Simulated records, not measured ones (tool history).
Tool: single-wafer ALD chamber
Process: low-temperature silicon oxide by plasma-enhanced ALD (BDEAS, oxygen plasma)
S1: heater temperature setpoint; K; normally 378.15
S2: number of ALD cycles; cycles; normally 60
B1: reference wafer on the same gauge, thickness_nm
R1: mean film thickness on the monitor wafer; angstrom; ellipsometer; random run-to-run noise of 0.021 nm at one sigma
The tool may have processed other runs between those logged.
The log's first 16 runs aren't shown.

Run 17, hour 250.6: usual settings but S1 367.15 K; B1 9.923. Result: R1 89.02 angstrom.
Run 18, hour 259.1: usual settings but S1 365.15 K; B1 9.921. Result: R1 89.74 angstrom.
Run 19, hour 266.5: usual settings but S1 384.15 K, S2 55 cycles; B1 9.924. Result: R1 77.92 angstrom.
At hour 313.5: thermocouple changed; heater temperature recalibrated.
Run 20, hour 314: usual settings but S1 390.15 K, S2 55 cycles; B1 9.941. Result: R1 76.96 angstrom.
Run 21, hour 323.5: usual settings; B1 9.944. Result: R1 85.84 angstrom.
Run 22, hour 337.5: usual settings but S2 63 cycles; B1 9.953. Result: R1 90.45 angstrom.
Run 23, hour 347.4: usual settings but S1 386.15 K, S2 51 cycles; B1 9.964. Result: R1 72.1 angstrom.
Run 24, hour 361.7: usual settings but S1 387.15 K, S2 54 cycles; B1 9.972. Result: R1 75.59 angstrom.
Run 25, hour 376.1: usual settings; B1 9.967. Result: R1 85.59 angstrom.
Run 26, hour 390.6: usual settings but S1 369.15 K; B1 9.972. Result: R1 88.52 angstrom.
Run 27, hour 400.5: usual settings; B1 9.975. Result: R1 86.32 angstrom.
Run 28, hour 414.1: usual settings; B1 9.981. Result: R1 86.1 angstrom.
Run 29, hour 422.9: usual settings but S1 389.15 K, S2 49 cycles; B1 9.984. Result: R1 68.83 angstrom.
Run 30, hour 438.8: usual settings but S1 388.15 K, S2 57 cycles; B1 9.99. Result: R1 80.03 angstrom.

Below are 4 alternative next runs, each starting from the tool's condition after run 30. Predict each:
Run A, hour 439.3: usual settings but S1 364.15 K; B1 ?. Result: R1 ?.
Run B, hour 439.3: usual settings but S1 384.15 K, S2 54 cycles; B1 ?. Result: R1 ?.
Run C, hour 439.3: usual settings but S1 393.15 K, S2 55 cycles; B1 ?. Result: R1 ?.
Run D, hour 439.3: usual settings but S2 67 cycles; B1 ?. Result: R1 ?.

run     B1     R1
  A  9.991  90.49
  B  9.991  76.68
  C  9.991  76.62
  D  9.991  96.34
Stripped of hidden state, with their random variation kept, the same runs would have yielded:
run     R1
  A   89.3
  B  75.67
  C  75.61
  D  95.07
